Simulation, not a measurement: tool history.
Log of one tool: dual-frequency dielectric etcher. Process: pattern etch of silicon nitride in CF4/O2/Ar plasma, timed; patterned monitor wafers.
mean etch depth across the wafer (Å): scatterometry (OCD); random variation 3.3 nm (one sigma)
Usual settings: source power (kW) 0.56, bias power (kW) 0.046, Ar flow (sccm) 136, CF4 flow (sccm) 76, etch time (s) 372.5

run,hour,source power (kW),bias power (kW),Ar flow (sccm),CF4 flow (sccm),etch time (s),wafers since the last listed run,hours since the last wet clean,hours since the last source power generator calibration,hours since the last bias power generator calibration,hours since the last Ar flow controller change,hours since the last CF4 flow controller change,hours since the last upper electrode change,hours since the gauge calibration,"read-back reference wafer on the same gauge, depth_nm",mean etch depth across the wafer (Å)
1,0,0.56,0.046,136,76,372.5,0,389,2492.9,1746.3,5066,4267.5,5575.5,176.1,585.6,6456
2,50.7,0.56,0.046,136,76,372.5,149,439.7,2543.6,1797,5116.7,4318.2,5626.2,226.8,588.1,6346
3,74.7,0.56,0.046,136,76,372.5,70,463.7,2567.6,1821,5140.7,4342.2,5650.2,250.8,586.6,6333
4,83.2,0.56,0.046,136,76,372.5,25,472.2,2576.1,1829.5,5149.2,4350.7,5658.7,259.3,587.6,6336
5,132.1,0.56,0.046,136,76,372.5,144,521.1,2625,1878.4,5198.1,4399.6,5707.6,308.2,587.2,6303
6,142.4,0.56,0.046,136,76,372.5,30,531.4,2635.3,1888.7,5208.4,4409.9,5717.9,318.5,587.1,6320
# hour 164.6: bias power generator calibrated
# hour 171.3: wet clean of the chamber
7,171.8,0.56,0.046,136,76,372.5,55,0.5,2664.7,7.2,5237.8,4439.3,5747.3,347.9,587.3,6633
8,172.2,0.56,0.046,136,87,372.5,1,0.9,2665.1,7.6,5238.2,4439.7,5747.7,348.3,586.8,6902
# hour 208.7: gauge calibrated
9,216.7,0.56,0.046,136,76,372.5,131,45.4,2709.6,52.1,5282.7,4484.2,5792.2,8,586.9,6641
10,224.1,0.56,0.046,136,76,479.5,21,52.8,2717,59.5,5290.1,4491.6,5799.6,15.4,586.4,8647
# hour 242.9: source power generator calibrated
11,243.4,0.56,0.046,136,82,372.5,45,72.1,0.5,78.8,5309.4,4510.9,5818.9,34.7,587.1,6684
# hour 257: Ar flow controller replaced
12,257.5,0.56,0.046,136,93,294,23,86.2,14.6,92.9,0.5,4525,5833,48.8,587.1,5448
# hour 271.2: CF4 flow controller replaced
# hour 286.6: upper electrode replaced
13,287.1,0.47,0.056,115,76,289,24,115.8,44.2,122.5,30.1,15.9,0.5,78.4,587.7,4890
14,287.5,0.56,0.046,136,76,372.5,1,116.2,44.6,122.9,30.5,16.3,0.9,78.8,587,6665
15,326.1,0.64,0.046,145,57,372.5,113,154.8,83.2,161.5,69.1,54.9,39.5,117.4,587.8,6885
16,343.3,0.56,0.046,136,76,372.5,50,172,100.4,178.7,86.3,72.1,56.7,134.6,587.2,6560
17,354.8,0.56,0.046,136,91,372.5,33,183.5,111.9,190.2,97.8,83.6,68.2,146.1,585.9,6822
18,361.3,0.43,0.042,121,64,372.5,19,190,118.4,196.7,104.3,90.1,74.7,152.6,586.9,5031
19,374.7,0.56,0.034,106,69,444.5,39,203.4,131.8,210.1,117.7,103.5,88.1,166,585.9,7206

The tool's hidden state at each run:
source power that arrives over what is set, %: 0 in every run
bias power that arrives over what is set, %: 0 in every run
Ar flow that arrives over what is set, %: 0 in every run
CF4 flow that arrives over what is set, %: 0 in every run
gauge reads high (%): 0 in every run
H1: etch rate over this chamber's usual, %
run,H1
1,-3.77
2,-4.21
3,-4.41
4,-4.49
5,-4.91
6,-5
7,0.825
8,0.821
9,0.439
10,0.375
11,0.209
12,0.0874
13,-0.167
14,-0.171
15,-0.503
16,-0.651
17,-0.75
18,-0.806
19,-0.921
